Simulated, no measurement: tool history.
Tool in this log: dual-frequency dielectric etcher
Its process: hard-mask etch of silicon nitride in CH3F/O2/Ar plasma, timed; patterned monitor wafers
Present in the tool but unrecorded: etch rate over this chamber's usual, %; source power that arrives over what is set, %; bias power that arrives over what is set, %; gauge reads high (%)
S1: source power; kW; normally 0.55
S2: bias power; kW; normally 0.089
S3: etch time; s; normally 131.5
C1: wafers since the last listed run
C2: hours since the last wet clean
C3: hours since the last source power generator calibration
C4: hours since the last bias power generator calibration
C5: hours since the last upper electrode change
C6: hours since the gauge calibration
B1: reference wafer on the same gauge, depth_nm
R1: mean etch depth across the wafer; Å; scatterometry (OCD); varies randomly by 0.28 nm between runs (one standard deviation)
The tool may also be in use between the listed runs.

| run | hour | S1 | S2 | S3 | C1 | C2 | C3 | C4 | C5 | C6 | B1 | R1 |
|---|---|---|---|---|---|---|---|---|---|---|---|---|
| 1 | 0 | 0.55 | 0.089 | 150 | 0 | 162.6 | 107.8 | 2262.3 | 2182.7 | 795.7 | 100 | 1180 |
| 2 | 40.5 | 0.55 | 0.076 | 131.5 | 300 | 203.1 | 148.3 | 2302.8 | 2223.2 | 836.2 | 100 | 977 |
| 3 | 68.7 | 0.55 | 0.089 | 131.5 | 209 | 231.3 | 176.5 | 2331 | 2251.4 | 864.4 | 100.1 | 1028 |
| 4 | 94 | 0.55 | 0.089 | 131.5 | 187 | 256.6 | 201.8 | 2356.3 | 2276.7 | 889.7 | 100 | 1028 |
| 5 | 128.5 | 0.59 | 0.076 | 131.5 | 256 | 291.1 | 236.3 | 2390.8 | 2311.2 | 924.2 | 100 | 1015 |
| 6 | 146 | 0.68 | 0.076 | 120.5 | 129 | 308.6 | 253.8 | 2408.3 | 2328.7 | 941.7 | 100 | 999 |
| 7 | 180.3 | 0.48 | 0.075 | 131.5 | 254 | 342.9 | 288.1 | 2442.6 | 2363 | 976 | 99.9 | 884 |
| 8 | 195.9 | 0.55 | 0.089 | 106.5 | 115 | 358.5 | 303.7 | 2458.2 | 2378.6 | 991.6 | 100 | 825 |
| 9 | 219.3 | 0.55 | 0.096 | 114.5 | 173 | 381.9 | 327.1 | 2481.6 | 2402 | 1015 | 100 | 905 |
| 10 | 244.8 | 0.62 | 0.089 | 131.5 | 189 | 407.4 | 352.6 | 2507.1 | 2427.5 | 1040.5 | 99.9 | 1090 |
| 11 | 275.7 | 0.64 | 0.089 | 120 | 229 | 438.3 | 383.5 | 2538 | 2458.4 | 1071.4 | 100 | 1013 |
| 12 | 301.4 | 0.55 | 0.089 | 112 | 190 | 464 | 409.2 | 2563.7 | 2484.1 | 1097.1 | 100 | 861 |
| 13 | 314.3 | 0.55 | 0.089 | 131.5 | 95 | 476.9 | 422.1 | 2576.6 | 2497 | 1110 | 100 | 1007 |
| 14 | 326.6 | 0.48 | 0.089 | 131.5 | 91 | 489.2 | 434.4 | 2588.9 | 2509.3 | 1122.3 | 100 | 932 |
| 15 | 358.6 | 0.55 | 0.089 | 131.5 | 237 | 521.2 | 466.4 | 2620.9 | 2541.3 | 1154.3 | 100 | 1007 |
|  | 364.6 | bias power generator calibrated |
| 16 | 383 | 0.55 | 0.089 | 131.5 | 151 | 545.6 | 490.8 | 18.4 | 2565.7 | 1178.7 | 100 | 1011 |
|  | 395.5 | gauge calibrated |
|  | 409 | upper electrode replaced |
| 17 | 409.5 | 0.55 | 0.089 | 131.5 | 18 | 572.1 | 517.3 | 44.9 | 0.5 | 14 | 100 | 1006 |
| 18 | 423.7 | 0.49 | 0.089 | 131.5 | 105 | 586.3 | 531.5 | 59.1 | 14.7 | 28.2 | 99.9 | 935 |
| 19 | 448 | 0.42 | 0.076 | 102.5 | 180 | 610.6 | 555.8 | 83.4 | 39 | 52.5 | 100 | 618 |
|  | 476.5 | wet clean of the chamber |
| 20 | 521.4 | 0.51 | 0.089 | 169.5 | 366 | 44.9 | 629.2 | 156.8 | 112.4 | 125.9 | 99.9 | 1274 |
| 21 | 550.5 | 0.55 | 0.083 | 167.5 | 216 | 74 | 658.3 | 185.9 | 141.5 | 155 | 100 | 1278 |
| 22 | 569.5 | 0.49 | 0.068 | 151 | 141 | 93 | 677.3 | 204.9 | 160.5 | 174 | 100.1 | 1006 |
| 23 | 604.5 | 0.66 | 0.089 | 131.5 | 259 | 128 | 712.3 | 239.9 | 195.5 | 209 | 100 | 1140 |
| 24 | 636.4 | 0.64 | 0.089 | 163.5 | 236 | 159.9 | 744.2 | 271.8 | 227.4 | 240.9 | 100 | 1388 |
| 25 | 651.4 | 0.51 | 0.089 | 158.5 | 111 | 174.9 | 759.2 | 286.8 | 242.4 | 255.9 | 100 | 1179 |
| 26 | 686.1 | 0.46 | 0.103 | 147.5 | 257 | 209.6 | 793.9 | 321.5 | 277.1 | 290.6 | 100 | 1076 |
| 27 | 716.8 | 0.55 | 0.089 | 121 | 227 | 240.3 | 824.6 | 352.2 | 307.8 | 321.3 | 100 | 933 |
| 28 | 743.8 | 0.55 | 0.089 | 165.5 | 200 | 267.3 | 851.6 | 379.2 | 334.8 | 348.3 | 100.1 | 1281 |
| 29 | 756.7 | 0.59 | 0.109 | 98.5 | 95 | 280.2 | 864.5 | 392.1 | 347.7 | 361.2 | 100 | 846 |

Below, some changes in R1 between adjacent runs. For each, the amount present without the hidden state too (settings, incoming material, random variation) and the amount remaining for the hidden state with gauge scatter not shared by both compared results:
Run 18 -> 19: S1 0.49 -> 0.42, S2 0.089 -> 0.076, S3 131.5 -> 102.5. R1 -317 Å: hidden state +12, all else -329.
Run 19 -> 20: S1 0.42 -> 0.51, S2 0.076 -> 0.089, S3 102.5 -> 169.5, wet clean of the chamber. R1 +656 Å: hidden state +12, all else +644.
Run 28 -> 29: S1 0.55 -> 0.59, S2 0.089 -> 0.109, S3 165.5 -> 98.5. R1 -435 Å: hidden state +11, all else -446.

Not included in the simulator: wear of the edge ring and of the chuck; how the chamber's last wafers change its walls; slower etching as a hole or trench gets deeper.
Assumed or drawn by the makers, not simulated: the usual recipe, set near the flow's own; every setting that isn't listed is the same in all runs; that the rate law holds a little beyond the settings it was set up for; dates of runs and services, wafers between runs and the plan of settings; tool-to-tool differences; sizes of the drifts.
